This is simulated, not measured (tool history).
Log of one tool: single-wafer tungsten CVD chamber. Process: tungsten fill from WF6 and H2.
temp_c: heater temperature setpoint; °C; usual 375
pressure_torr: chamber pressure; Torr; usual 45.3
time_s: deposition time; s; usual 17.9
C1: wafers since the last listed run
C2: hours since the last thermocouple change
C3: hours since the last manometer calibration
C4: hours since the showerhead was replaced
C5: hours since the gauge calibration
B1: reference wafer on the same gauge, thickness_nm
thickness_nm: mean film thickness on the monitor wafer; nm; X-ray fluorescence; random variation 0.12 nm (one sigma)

Run 1, day 0.000: usual settings but time_s 20.0 s; C1 0; C2 232.2; C3 357.0; C4 3301.6; C5 419.7; B1 41.694. Result: thickness_nm 41.838 nm.
Run 2, day 5.158: usual settings but temp_c 367 °C; C1 5082; C2 356.0; C3 480.8; C4 3425.4; C5 543.5; B1 41.699. Result: thickness_nm 32.385 nm.
Run 3, day 7.312: usual settings but temp_c 367 °C; C1 2122; C2 407.7; C3 532.5; C4 3477.1; C5 595.2; B1 41.678. Result: thickness_nm 32.261 nm.
Run 4, day 8.942: usual settings; C1 1605; C2 446.8; C3 571.6; C4 3516.2; C5 634.3; B1 41.697. Result: thickness_nm 37.377 nm.
Run 5, day 10.012: usual settings; C1 1055; C2 472.5; C3 597.3; C4 3541.9; C5 660.0; B1 41.719. Result: thickness_nm 37.637 nm.
Run 6, day 12.162: usual settings but temp_c 379 °C; C1 2118; C2 524.1; C3 648.9; C4 3593.5; C5 711.6; B1 41.691. Result: thickness_nm 40.369 nm.
Run 7, day 13.867: usual settings but pressure_torr 47.8 Torr; C1 1679; C2 565.0; C3 689.8; C4 3634.4; C5 752.5; B1 41.719. Result: thickness_nm 38.347 nm.
Run 8, day 15.429: usual settings but pressure_torr 47.8 Torr; C1 1539; C2 602.5; C3 727.3; C4 3671.9; C5 790.0; B1 41.711. Result: thickness_nm 38.635 nm.
Run 9, day 16.746: usual settings; C1 1297; C2 634.1; C3 758.9; C4 3703.5; C5 821.6; B1 41.710. Result: thickness_nm 37.583 nm.
At day 17.892: gauge calibrated.
Run 10, day 18.392: usual settings; C1 1621; C2 673.6; C3 798.4; C4 3743.0; C5 12.0; B1 41.711. Result: thickness_nm 37.871 nm.
At day 18.808: showerhead replaced.
Run 11, day 19.425: usual settings; C1 689; C2 698.4; C3 823.2; C4 14.8; C5 36.8; B1 41.676. Result: thickness_nm 37.785 nm.
Run 12, day 21.454: usual settings; C1 1999; C2 747.1; C3 871.9; C4 63.5; C5 85.5; B1 41.710. Result: thickness_nm 37.882 nm.
Run 13, day 22.779: usual settings; C1 1305; C2 778.9; C3 903.7; C4 95.3; C5 117.3; B1 41.740. Result: thickness_nm 37.859 nm.
Run 14, day 24.917: usual settings but temp_c 369 °C, time_s 15.9 s; C1 2106; C2 830.2; C3 955.0; C4 146.6; C5 168.6; B1 41.717. Result: thickness_nm 30.015 nm.
Run 15, day 27.358: usual settings but temp_c 381 °C; C1 2405; C2 888.8; C3 1013.6; C4 205.2; C5 227.2; B1 41.676. Result: thickness_nm 42.573 nm.
Run 16, day 29.075: usual settings; C1 1691; C2 930.0; C3 1054.8; C4 246.4; C5 268.4; B1 41.691. Result: thickness_nm 38.159 nm.
Run 17, day 30.783: usual settings but time_s 15.5 s; C1 1683; C2 971.0; C3 1095.8; C4 287.4; C5 309.4; B1 41.677. Result: thickness_nm 33.098 nm.
Run 18, day 32.367: usual settings but temp_c 389 °C, pressure_torr 56.1 Torr, time_s 15.5 s; C1 1560; C2 1009.0; C3 1133.8; C4 325.4; C5 347.4; B1 41.706. Result: thickness_nm 46.386 nm.
At day 33.308: capacitance manometer re-zeroed and calibrated.
At day 33.454: thermocouple changed; heater temperature recalibrated.
Run 19, day 34.933: usual settings but temp_c 365 °C, pressure_torr 56.5 Torr, time_s 20.8 s; C1 2056; C2 35.5; C3 39.0; C4 387.0; C5 409.0; B1 41.711. Result: thickness_nm 39.689 nm.
Run 20, day 37.800: usual settings but time_s 20.0 s; C1 2824; C2 104.3; C3 107.8; C4 455.8; C5 477.8; B1 41.679. Result: thickness_nm 41.974 nm.
Run 21, day 38.962: usual settings but temp_c 380 °C, pressure_torr 48.7 Torr, time_s 19.7 s; C1 1145; C2 132.2; C3 135.7; C4 483.7; C5 505.7; B1 41.670. Result: thickness_nm 46.415 nm.
Run 22, day 40.975: usual settings but temp_c 384 °C; C1 1982; C2 180.5; C3 184.0; C4 532.0; C5 554.0; B1 41.714. Result: thickness_nm 43.816 nm.
Run 23, day 42.200: usual settings but temp_c 380 °C, time_s 18.9 s; C1 1206; C2 209.9; C3 213.4; C4 561.4; C5 583.4; B1 41.692. Result: thickness_nm 43.205 nm.
Run 24, day 45.158: usual settings; C1 2914; C2 280.9; C3 284.4; C4 632.4; C5 654.4; B1 41.700. Result: thickness_nm 37.410 nm.
At day 45.446: gauge calibrated.
Run 25, day 46.946: usual settings but temp_c 380 °C, pressure_torr 50.8 Torr; C1 1761; C2 323.8; C3 327.3; C4 675.3; C5 36.0; B1 41.700. Result: thickness_nm 43.195 nm.
Run 26, day 48.408: usual settings; C1 1440; C2 358.9; C3 362.4; C4 710.4; C5 71.1; B1 41.689. Result: thickness_nm 37.493 nm.

Forecast each of these 4 alternatives for the next run:
Run A, day 48.425: usual settings but temp_c 382 °C; C1 16; C2 359.3; C3 362.8; C4 710.8; C5 71.5; B1 ?. Result: thickness_nm ?.
Run B, day 48.425: usual settings but pressure_torr 40.7 Torr; C1 16; C2 359.3; C3 362.8; C4 710.8; C5 71.5; B1 ?. Result: thickness_nm ?.
Run C, day 48.425: usual settings but pressure_torr 49.9 Torr, time_s 16.9 s; C1 16; C2 359.3; C3 362.8; C4 710.8; C5 71.5; B1 ?. Result: thickness_nm ?.
Run D, day 48.425: usual settings but temp_c 370 °C, pressure_torr 56.2 Torr, time_s 15.2 s; C1 16; C2 359.3; C3 362.8; C4 710.8; C5 71.5; B1 ?. Result: thickness_nm ?.

run      B1  thickness_nm
  A  41.732        42.313
  B  41.732        35.631
  C  41.732        36.691
  D  41.732        31.635
Without the tool's hidden state the same runs would have given:
run  thickness_nm
  A        42.122
  B        35.468
  C        36.525
  D        31.496

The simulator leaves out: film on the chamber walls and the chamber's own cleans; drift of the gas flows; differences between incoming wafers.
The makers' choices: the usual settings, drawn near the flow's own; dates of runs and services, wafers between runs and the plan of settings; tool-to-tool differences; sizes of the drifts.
